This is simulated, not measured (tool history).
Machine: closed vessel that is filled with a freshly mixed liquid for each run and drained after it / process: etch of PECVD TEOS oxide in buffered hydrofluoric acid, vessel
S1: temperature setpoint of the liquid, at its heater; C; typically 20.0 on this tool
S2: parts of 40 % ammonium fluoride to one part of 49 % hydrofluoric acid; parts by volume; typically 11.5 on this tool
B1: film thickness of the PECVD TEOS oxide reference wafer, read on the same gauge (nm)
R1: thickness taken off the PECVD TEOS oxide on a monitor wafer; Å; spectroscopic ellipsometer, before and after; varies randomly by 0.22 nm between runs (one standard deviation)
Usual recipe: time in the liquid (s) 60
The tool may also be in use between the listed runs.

Run 1, day 0.000: usual settings; B1 39.97. Result: R1 763.4 Å.
Run 2, day 0.846: usual settings; B1 39.97. Result: R1 762.1 Å.
Run 3, day 2.304: usual settings; B1 39.97. Result: R1 764.3 Å.
Run 4, day 2.892: usual settings; B1 40.01. Result: R1 767.9 Å.
Run 5, day 3.738: usual settings; B1 40.00. Result: R1 771.1 Å.
Run 6, day 4.417: usual settings; B1 40.01. Result: R1 773.1 Å.
Run 7, day 5.179: usual settings; B1 39.99. Result: R1 780.8 Å.
Run 8, day 6.608: usual settings; B1 40.01. Result: R1 776.2 Å.
Run 9, day 8.088: usual settings but S2 12.5 parts by volume, time in the liquid (s) 65; B1 40.00. Result: R1 688.5 Å.
Run 10, day 8.933: usual settings but S1 23.0 C, time in the liquid (s) 30; B1 40.02. Result: R1 408.4 Å.
Run 11, day 9.833: usual settings; B1 40.01. Result: R1 699.8 Å.
Run 12, day 10.883: usual settings but S1 22.5 C, time in the liquid (s) 30; B1 39.97. Result: R1 356.6 Å.
Run 13, day 11.467: usual settings but S1 23.0 C; B1 40.01. Result: R1 735.6 Å.
Run 14, day 12.225: usual settings; B1 39.96. Result: R1 627.4 Å.
Run 15, day 12.908: usual settings but S1 17.0 C, S2 16.0 parts by volume, time in the liquid (s) 30; B1 40.00. Result: R1 190.4 Å.
Run 16, day 14.246: usual settings but S2 15.5 parts by volume, time in the liquid (s) 75; B1 39.97. Result: R1 583.6 Å.
Run 17, day 14.842: usual settings but S1 24.0 C, S2 14.5 parts by volume, time in the liquid (s) 40; B1 39.96. Result: R1 417.4 Å.
Run 18, day 15.471: usual settings but S2 9.0 parts by volume, time in the liquid (s) 35; B1 40.06. Result: R1 448.5 Å.
Run 19, day 16.754: usual settings; B1 39.96. Result: R1 627.5 Å.

Missing from the log above: 3 entries noted between runs. For each, name the pair of listed runs it sits between and say how the tool's hidden condition differs from the listed run just before to the listed run just after:
From run 8 to run 9: hydrofluoric acid flow meter replaced (day 6.858)
  liquid hotter than its thermometer reads (K): 2.19 -> 2.23; hydrofluoric acid flow above the setpoint (%): 13.9 -> 1.27
  measured less the result without the state, R1: +171.0 -> +87.8 Å
From run 11 to run 12: thermometer replaced (day 10.250)
  liquid hotter than its thermometer reads (K): 2.27 -> 0.15; hydrofluoric acid flow above the setpoint (%): 1.48 -> 1.61
  measured less the result without the state, R1: +91.8 -> +8.4 Å
From run 14 to run 15: gauge calibrated (day 12.317)
  liquid hotter than its thermometer reads (K): 0.18 -> 0.195; hydrofluoric acid flow above the setpoint (%): 1.77 -> 1.85
  measured less the result without the state, R1: +16.8 -> +5.5 Å

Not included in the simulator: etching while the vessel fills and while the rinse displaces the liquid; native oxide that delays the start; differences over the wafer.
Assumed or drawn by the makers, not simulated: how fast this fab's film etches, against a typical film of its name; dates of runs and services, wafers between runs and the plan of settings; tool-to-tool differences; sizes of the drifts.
